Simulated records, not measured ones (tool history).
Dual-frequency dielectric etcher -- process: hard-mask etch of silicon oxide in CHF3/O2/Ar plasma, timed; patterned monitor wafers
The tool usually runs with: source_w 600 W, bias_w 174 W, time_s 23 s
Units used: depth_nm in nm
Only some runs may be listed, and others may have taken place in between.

run	hour	source_w	bias_w	time_s	read-back reference wafer on the same gauge, depth_nm	depth_nm
1	0	600	174	18.5	52.57	37.15
# hour 3.2: gauge calibrated
2	13.2	600	174	23	52.58	45.26
3	28.7	600	174	23	52.54	46.22
4	36.7	600	174	23	52.54	45.85
5	50.5	600	174	23	52.53	45.39
6	65.9	600	174	23	52.52	45.94
7	81.6	600	174	23	52.6	45.53
# hour 106.6: wet clean of the chamber
8	107.1	600	174	23	52.46	45.56
9	111.9	600	174	23	52.49	46.16
10	120.1	650	184	23	52.5	48.37
11	130.1	650	184	23	52.49	48.66
# hour 159.6: upper electrode replaced
12	160.1	600	174	23	52.42	45.53
13	160.4	600	174	23	52.39	46.41
14	160.7	600	174	16	52.51	31.88
# hour 165.6: source power generator calibrated
15	173.9	660	211	16	52.52	35.49
# hour 177.5: gauge calibrated
16	180	600	174	23	52.43	46.44
17	192.2	730	174	23	52.51	50.17
# hour 212.6: bias power generator calibrated
18	213.1	600	174	23	52.59	46.18
19	221.7	510	207	17	52.46	33.28
20	237	600	132	23	52.39	41.76
21	250.7	600	174	23	52.49	46.11
22	267.2	530	199	23	52.5	45.3
23	273.6	650	138	18	52.5	34.35
24	286.8	600	174	23	52.47	45.68
25	295.5	510	207	28.5	52.55	56.2
26	303.4	560	174	26.5	52.54	51.21

Here are 4 independent what-if runs from the current tool condition. What would each one return?
A	303.8	490	174	23	?	?
B	303.8	650	154	20.5	?	?
C	303.8	600	174	29.5	?	?
D	303.8	600	174	19	?	?

run	read-back reference wafer on the same gauge, depth_nm	depth_nm
A	52.5	41.71
B	52.5	40.56
C	52.5	58.66
D	52.5	37.78
Without the tool's unlogged condition, the same runs would have read:
run	depth_nm
A	41.71
B	40.56
C	58.66
D	37.78
